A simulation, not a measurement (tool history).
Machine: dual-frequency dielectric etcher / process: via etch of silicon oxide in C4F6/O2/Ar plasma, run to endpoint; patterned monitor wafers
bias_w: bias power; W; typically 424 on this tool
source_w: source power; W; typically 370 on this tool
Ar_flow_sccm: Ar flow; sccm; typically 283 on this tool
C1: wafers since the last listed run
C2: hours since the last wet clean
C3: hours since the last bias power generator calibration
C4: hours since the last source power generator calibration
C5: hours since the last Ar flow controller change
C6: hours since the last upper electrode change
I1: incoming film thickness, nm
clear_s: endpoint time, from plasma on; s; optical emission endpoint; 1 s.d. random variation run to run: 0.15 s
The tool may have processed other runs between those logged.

run 1 hour=0 | bias_w=424 source_w=370 Ar_flow_sccm=283 | C1=0 C2=301 C3=3548.2 C4=2721.5 C5=1277.1 C6=4563.4 | I1=121.2 | clear_s=25.7
run 2 hour=8.1 | bias_w=424 source_w=370 Ar_flow_sccm=283 | C1=61 C2=309.1 C3=3556.3 C4=2729.6 C5=1285.2 C6=4571.5 | I1=122.9 | clear_s=26.1
run 3 hour=15.8 | bias_w=465 source_w=370 Ar_flow_sccm=283 | C1=58 C2=316.8 C3=3564 C4=2737.3 C5=1292.9 C6=4579.2 | I1=122.8 | clear_s=24.9
run 4 hour=21.9 | bias_w=424 source_w=410 Ar_flow_sccm=283 | C1=46 C2=322.9 C3=3570.1 C4=2743.4 C5=1299 C6=4585.3 | I1=123.5 | clear_s=25.2
run 5 hour=28.4 | bias_w=424 source_w=370 Ar_flow_sccm=283 | C1=49 C2=329.4 C3=3576.6 C4=2749.9 C5=1305.5 C6=4591.8 | I1=123.3 | clear_s=26.2
run 6 hour=80.6 | bias_w=424 source_w=370 Ar_flow_sccm=283 | C1=393 C2=381.6 C3=3628.8 C4=2802.1 C5=1357.7 C6=4644 | I1=123.3 | clear_s=26.3
run 7 hour=97.6 | bias_w=455 source_w=370 Ar_flow_sccm=283 | C1=128 C2=398.6 C3=3645.8 C4=2819.1 C5=1374.7 C6=4661 | I1=121.7 | clear_s=25.2
run 8 hour=111.8 | bias_w=455 source_w=370 Ar_flow_sccm=283 | C1=107 C2=412.8 C3=3660 C4=2833.3 C5=1388.9 C6=4675.2 | I1=124.2 | clear_s=25.9
run 9 hour=128.6 | bias_w=455 source_w=370 Ar_flow_sccm=283 | C1=126 C2=429.6 C3=3676.8 C4=2850.1 C5=1405.7 C6=4692 | I1=122.8 | clear_s=25.2
-- hour=145.1 source power generator calibrated
run 10 hour=145.6 | bias_w=492 source_w=370 Ar_flow_sccm=248 | C1=98 C2=446.6 C3=3693.8 C4=0.5 C5=1422.7 C6=4709 | I1=123 | clear_s=24.2
run 11 hour=157.2 | bias_w=424 source_w=370 Ar_flow_sccm=283 | C1=87 C2=458.2 C3=3705.4 C4=12.1 C5=1434.3 C6=4720.6 | I1=122.8 | clear_s=26.3
run 12 hour=172.3 | bias_w=424 source_w=370 Ar_flow_sccm=283 | C1=113 C2=473.3 C3=3720.5 C4=27.2 C5=1449.4 C6=4735.7 | I1=122.5 | clear_s=26.2
-- hour=200.2 upper electrode replaced
run 13 hour=200.7 | bias_w=424 source_w=370 Ar_flow_sccm=283 | C1=33 C2=501.7 C3=3748.9 C4=55.6 C5=1477.8 C6=0.5 | I1=122.8 | clear_s=26.1
run 14 hour=201.1 | bias_w=424 source_w=370 Ar_flow_sccm=283 | C1=3 C2=502.1 C3=3749.3 C4=56 C5=1478.2 C6=0.9 | I1=124.6 | clear_s=26.9
run 15 hour=204.7 | bias_w=499 source_w=370 Ar_flow_sccm=283 | C1=27 C2=505.7 C3=3752.9 C4=59.6 C5=1481.8 C6=4.5 | I1=123 | clear_s=24.7
-- hour=217.3 bias power generator calibrated
run 16 hour=228.1 | bias_w=424 source_w=440 Ar_flow_sccm=283 | C1=146 C2=529.1 C3=10.8 C4=83 C5=1505.2 C6=27.9 | I1=122.2 | clear_s=25.2
-- hour=270.6 wet clean of the chamber
run 17 hour=271.1 | bias_w=424 source_w=370 Ar_flow_sccm=253 | C1=143 C2=0.5 C3=53.8 C4=126 C5=1548.2 C6=70.9 | I1=123.6 | clear_s=25.3
run 18 hour=271.4 | bias_w=364 source_w=370 Ar_flow_sccm=283 | C1=2 C2=0.8 C3=54.1 C4=126.3 C5=1548.5 C6=71.2 | I1=122 | clear_s=26.7
-- hour=284.1 Ar flow controller replaced
run 19 hour=284.6 | bias_w=424 source_w=420 Ar_flow_sccm=283 | C1=54 C2=14 C3=67.3 C4=139.5 C5=0.5 C6=84.4 | I1=123 | clear_s=24.3
run 20 hour=291.4 | bias_w=424 source_w=370 Ar_flow_sccm=283 | C1=51 C2=20.8 C3=74.1 C4=146.3 C5=7.3 C6=91.2 | I1=122.4 | clear_s=25.3
run 21 hour=301.4 | bias_w=424 source_w=370 Ar_flow_sccm=283 | C1=75 C2=30.8 C3=84.1 C4=156.3 C5=17.3 C6=101.2 | I1=122.3 | clear_s=25.2
run 22 hour=307.4 | bias_w=374 source_w=410 Ar_flow_sccm=283 | C1=45 C2=36.8 C3=90.1 C4=162.3 C5=23.3 C6=107.2 | I1=122.5 | clear_s=25.8
run 23 hour=324.3 | bias_w=382 source_w=400 Ar_flow_sccm=283 | C1=127 C2=53.7 C3=107 C4=179.2 C5=40.2 C6=124.1 | I1=122.5 | clear_s=25.6
run 24 hour=334.7 | bias_w=330 source_w=330 Ar_flow_sccm=312 | C1=78 C2=64.1 C3=117.4 C4=189.6 C5=50.6 C6=134.5 | I1=121.9 | clear_s=29.4
run 25 hour=347.2 | bias_w=329 source_w=310 Ar_flow_sccm=224 | C1=94 C2=76.6 C3=129.9 C4=202.1 C5=63.1 C6=147 | I1=123.8 | clear_s=29.2
run 26 hour=358.5 | bias_w=424 source_w=370 Ar_flow_sccm=283 | C1=85 C2=87.9 C3=141.2 C4=213.4 C5=74.4 C6=158.3 | I1=124 | clear_s=25.8
run 27 hour=366.6 | bias_w=384 source_w=450 Ar_flow_sccm=315 | C1=61 C2=96 C3=149.3 C4=221.5 C5=82.5 C6=166.4 | I1=122.9 | clear_s=25

Measured less the same run without the tool's hidden state. The same run-to-run variation is in both; the gauge's scatter may not be:
Unlogged tool condition in this case: etch rate over this chamber's usual, %; bias power that arrives over what is set, %; source power that arrives over what is set, %; Ar flow that arrives over what is set, %.
run=1 clear_s=+0.7
run=2 clear_s=+0.6
run=3 clear_s=+0.6
run=4 clear_s=+0.7
run=5 clear_s=+0.7
run=6 clear_s=+0.8
run=7 clear_s=+0.9
run=8 clear_s=+0.9
run=9 clear_s=+0.9
run=10 clear_s=+0.9
run=11 clear_s=+1
run=12 clear_s=+1.1
run=13 clear_s=+1.1
run=14 clear_s=+1.2
run=15 clear_s=+1.1
run=16 clear_s=+1.2
run=17 clear_s=+0.1
run=18 clear_s=+0
run=19 clear_s=+0.1
run=20 clear_s=+0.1
run=21 clear_s=+0.1
run=22 clear_s=+0.2
run=23 clear_s=+0.1
run=24 clear_s=+0.2
run=25 clear_s=+0.2
run=26 clear_s=+0.2
run=27 clear_s=+0.2

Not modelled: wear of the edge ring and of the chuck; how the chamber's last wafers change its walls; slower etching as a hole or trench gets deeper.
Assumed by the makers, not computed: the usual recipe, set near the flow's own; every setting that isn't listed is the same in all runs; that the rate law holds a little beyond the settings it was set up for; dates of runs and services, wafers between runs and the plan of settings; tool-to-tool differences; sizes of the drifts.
